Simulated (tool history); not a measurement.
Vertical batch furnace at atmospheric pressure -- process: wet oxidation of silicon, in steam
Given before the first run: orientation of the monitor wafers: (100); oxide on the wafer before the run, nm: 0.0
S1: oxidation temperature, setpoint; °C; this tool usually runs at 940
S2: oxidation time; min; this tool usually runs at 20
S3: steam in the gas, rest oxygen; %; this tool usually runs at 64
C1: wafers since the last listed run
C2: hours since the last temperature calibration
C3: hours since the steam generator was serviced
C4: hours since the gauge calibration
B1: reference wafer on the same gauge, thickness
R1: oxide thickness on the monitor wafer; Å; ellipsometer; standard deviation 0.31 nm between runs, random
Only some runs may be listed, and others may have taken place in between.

Run 1, hour 0.0: usual settings; C1 0; C2 657.7; C3 1684.7; C4 772.2; B1 68.21. Result: R1 699.2 Å.
Run 2, hour 58.3: usual settings; C1 942; C2 716.0; C3 1743.0; C4 830.5; B1 68.27. Result: R1 698.0 Å.
Run 3, hour 111.7: usual settings; C1 862; C2 769.4; C3 1796.4; C4 883.9; B1 68.42. Result: R1 698.6 Å.
Run 4, hour 173.8: usual settings but S1 959 °C, S2 23 min; C1 1003; C2 831.5; C3 1858.5; C4 946.0; B1 68.50. Result: R1 1007.1 Å.
Run 5, hour 239.1: usual settings but S1 959 °C, S2 23 min; C1 1055; C2 896.8; C3 1923.8; C4 1011.3; B1 68.48. Result: R1 997.7 Å.
Run 6, hour 333.9: usual settings but S3 67 %; C1 1531; C2 991.6; C3 2018.6; C4 1106.1; B1 68.57. Result: R1 729.8 Å.
Run 7, hour 497.7: usual settings but S3 67 %; C1 2646; C2 1155.4; C3 2182.4; C4 1269.9; B1 68.70. Result: R1 723.6 Å.
Run 8, hour 585.0: usual settings; C1 1410; C2 1242.7; C3 2269.7; C4 1357.2; B1 68.70. Result: R1 696.0 Å.
Run 9, hour 676.9: usual settings; C1 1484; C2 1334.6; C3 2361.6; C4 1449.1; B1 68.71. Result: R1 703.4 Å.
Run 10, hour 746.5: usual settings but S3 70 %; C1 1124; C2 1404.2; C3 2431.2; C4 1518.7; B1 68.64. Result: R1 762.9 Å.
Run 11, hour 832.3: usual settings but S3 70 %; C1 1386; C2 1490.0; C3 2517.0; C4 1604.5; B1 68.72. Result: R1 754.4 Å.
Run 12, hour 884.5: usual settings but S3 70 %; C1 843; C2 1542.2; C3 2569.2; C4 1656.7; B1 68.75. Result: R1 762.2 Å.
At hour 1009.1: steam generator serviced.
At hour 1061.5: gauge calibrated.
At hour 1143.0: thermocouples replaced and temperature profile calibrated.
Run 13, hour 1158.5: usual settings but S3 73 %; C1 3651; C2 15.5; C3 149.4; C4 97.0; B1 67.53. Result: R1 774.1 Å.
Run 14, hour 1335.6: usual settings; C1 2861; C2 192.6; C3 326.5; C4 274.1; B1 67.85. Result: R1 692.8 Å.
Run 15, hour 1376.2: usual settings but S3 55 %; C1 656; C2 233.2; C3 367.1; C4 314.7; B1 67.96. Result: R1 603.3 Å.

Run 16 comes next. What will it give?
Run 16, hour 1483.6: usual settings but S1 962 °C, S2 16 min; C1 1735; C2 340.6; C3 474.5; C4 422.1; B1 ?. Result: R1 ?.

B1: 68.12
R1: 746.8 Å
Without the tool's hidden state the same run would have given R1 734.1 Å.

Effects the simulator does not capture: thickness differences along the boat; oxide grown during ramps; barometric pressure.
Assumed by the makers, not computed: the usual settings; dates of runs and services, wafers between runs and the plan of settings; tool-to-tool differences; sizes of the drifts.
